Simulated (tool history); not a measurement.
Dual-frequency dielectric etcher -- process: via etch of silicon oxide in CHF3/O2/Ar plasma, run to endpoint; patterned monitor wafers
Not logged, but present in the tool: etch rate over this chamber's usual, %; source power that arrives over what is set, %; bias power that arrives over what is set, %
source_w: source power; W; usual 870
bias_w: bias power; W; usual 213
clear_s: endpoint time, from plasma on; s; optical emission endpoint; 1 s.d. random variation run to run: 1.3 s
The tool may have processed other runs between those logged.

| run | day | source_w | bias_w | wafers since the last listed run | hours since the last wet clean | hours since the last source power generator calibration | hours since the last bias power generator calibration | hours since the last upper electrode change | incoming incoming film thickness, nm | clear_s |
|---|---|---|---|---|---|---|---|---|---|---|
| 1 | 0 | 870 | 213 | 0 | 328.2 | 1956.5 | 2280.1 | 2206.2 | 671.1 | 258.9 |
| 2 | 0.329 | 870 | 213 | 33 | 336.1 | 1964.4 | 2288 | 2214.1 | 672.5 | 259.6 |
| 3 | 1.004 | 870 | 178 | 68 | 352.3 | 1980.6 | 2304.2 | 2230.3 | 671.3 | 276.1 |
| 4 | 1.292 | 870 | 178 | 29 | 359.2 | 1987.5 | 2311.1 | 2237.2 | 666.4 | 273.8 |
| 5 | 2.354 | 750 | 213 | 108 | 384.7 | 2013 | 2336.6 | 2262.7 | 666.1 | 266.9 |
| 6 | 3.004 | 750 | 213 | 66 | 400.3 | 2028.6 | 2352.2 | 2278.3 | 669.5 | 267.7 |
| 7 | 3.442 | 870 | 213 | 44 | 410.8 | 2039.1 | 2362.7 | 2288.8 | 676.3 | 259.6 |
| 8 | 3.746 | 870 | 213 | 30 | 418.1 | 2046.4 | 2370 | 2296.1 | 666.4 | 254.7 |
|  | 4.875 | wet clean of the chamber |
| 9 | 4.896 | 870 | 213 | 15 | 0.5 | 2074 | 2397.6 | 2323.7 | 664.7 | 261.3 |
| 10 | 4.912 | 870 | 213 | 1 | 0.9 | 2074.4 | 2398 | 2324.1 | 669.9 | 267.1 |
| 11 | 5.175 | 870 | 213 | 26 | 7.2 | 2080.7 | 2404.3 | 2330.4 | 668 | 265 |
| 12 | 5.654 | 870 | 199 | 48 | 18.7 | 2092.2 | 2415.8 | 2341.9 | 673.2 | 274.6 |
| 13 | 6.258 | 740 | 168 | 61 | 33.2 | 2106.7 | 2430.3 | 2356.4 | 667.6 | 300.8 |
| 14 | 6.971 | 700 | 199 | 72 | 50.3 | 2123.8 | 2447.4 | 2373.5 | 664.7 | 291.1 |
|  | 7.35 | bias power generator calibrated |
| 15 | 7.371 | 870 | 213 | 23 | 59.9 | 2133.4 | 0.5 | 2383.1 | 668.5 | 260.4 |
| 16 | 7.6 | 1020 | 259 | 23 | 65.4 | 2138.9 | 6 | 2388.6 | 668.3 | 230.3 |
| 17 | 7.983 | 980 | 161 | 38 | 74.6 | 2148.1 | 15.2 | 2397.8 | 667.8 | 284.5 |
| 18 | 8.517 | 730 | 160 | 54 | 87.4 | 2160.9 | 28 | 2410.6 | 662.6 | 309.1 |
|  | 9.588 | upper electrode replaced |
| 19 | 9.608 | 960 | 235 | 9 | 113.6 | 2187.1 | 54.2 | 0.5 | 668.5 | 244.5 |
|  | 10.158 | source power generator calibrated |
| 20 | 10.458 | 1030 | 249 | 69 | 134 | 7.2 | 74.6 | 20.9 | 671 | 233.3 |
| 21 | 10.896 | 1050 | 246 | 44 | 144.5 | 17.7 | 85.1 | 31.4 | 672.7 | 232.6 |
| 22 | 11.246 | 690 | 213 | 35 | 152.9 | 26.1 | 93.5 | 39.8 | 674.8 | 284.4 |
| 23 | 13.408 | 870 | 213 | 219 | 204.8 | 78 | 145.4 | 91.7 | 665.3 | 257.4 |
| 24 | 14.025 | 660 | 264 | 62 | 219.6 | 92.8 | 160.2 | 106.5 | 669.7 | 259.7 |
| 25 | 14.712 | 760 | 171 | 69 | 236.1 | 109.3 | 176.7 | 123 | 666.1 | 292 |
| 26 | 15.458 | 870 | 213 | 75 | 254 | 127.2 | 194.6 | 140.9 | 667.6 | 258.5 |
| 27 | 15.788 | 690 | 166 | 33 | 261.9 | 135.1 | 202.5 | 148.8 | 672 | 304.8 |
| 28 | 16.35 | 1030 | 181 | 57 | 275.4 | 148.6 | 216 | 162.3 | 669.4 | 260.5 |
| 29 | 17.096 | 870 | 213 | 75 | 293.3 | 166.5 | 233.9 | 180.2 | 673.3 | 258.1 |
| 30 | 18.646 | 870 | 168 | 157 | 330.5 | 203.7 | 271.1 | 217.4 | 668 | 279.5 |
| 31 | 19.025 | 670 | 251 | 38 | 339.6 | 212.8 | 280.2 | 226.5 | 662.4 | 256.3 |
| 32 | 19.333 | 870 | 169 | 31 | 347 | 220.2 | 287.6 | 233.9 | 668.2 | 282.6 |
| 33 | 19.883 | 930 | 170 | 55 | 360.2 | 233.4 | 300.8 | 247.1 | 667.6 | 274.8 |
|  | 21.288 | wet clean of the chamber |
| 34 | 21.308 | 650 | 237 | 43 | 0.5 | 267.6 | 335 | 281.3 | 664.5 | 275.1 |

For each run, what was the tool's unlogged condition?
source power that arrives over what is set, %: 0 at every run
bias power that arrives over what is set, %: 0 at every run
H1: etch rate over this chamber's usual, %
| run | H1 |
|---|---|
| 1 | 2.58 |
| 2 | 2.65 |
| 3 | 2.8 |
| 4 | 2.87 |
| 5 | 3.11 |
| 6 | 3.25 |
| 7 | 3.35 |
| 8 | 3.42 |
| 9 | -0.0951 |
| 10 | -0.0913 |
| 11 | -0.0322 |
| 12 | 0.0758 |
| 13 | 0.212 |
| 14 | 0.373 |
| 15 | 0.463 |
| 16 | 0.514 |
| 17 | 0.601 |
| 18 | 0.721 |
| 19 | 0.967 |
| 20 | 1.16 |
| 21 | 1.26 |
| 22 | 1.34 |
| 23 | 1.82 |
| 24 | 1.96 |
| 25 | 2.12 |
| 26 | 2.29 |
| 27 | 2.36 |
| 28 | 2.49 |
| 29 | 2.65 |
| 30 | 3 |
| 31 | 3.09 |
| 32 | 3.16 |
| 33 | 3.28 |
| 34 | 0.403 |

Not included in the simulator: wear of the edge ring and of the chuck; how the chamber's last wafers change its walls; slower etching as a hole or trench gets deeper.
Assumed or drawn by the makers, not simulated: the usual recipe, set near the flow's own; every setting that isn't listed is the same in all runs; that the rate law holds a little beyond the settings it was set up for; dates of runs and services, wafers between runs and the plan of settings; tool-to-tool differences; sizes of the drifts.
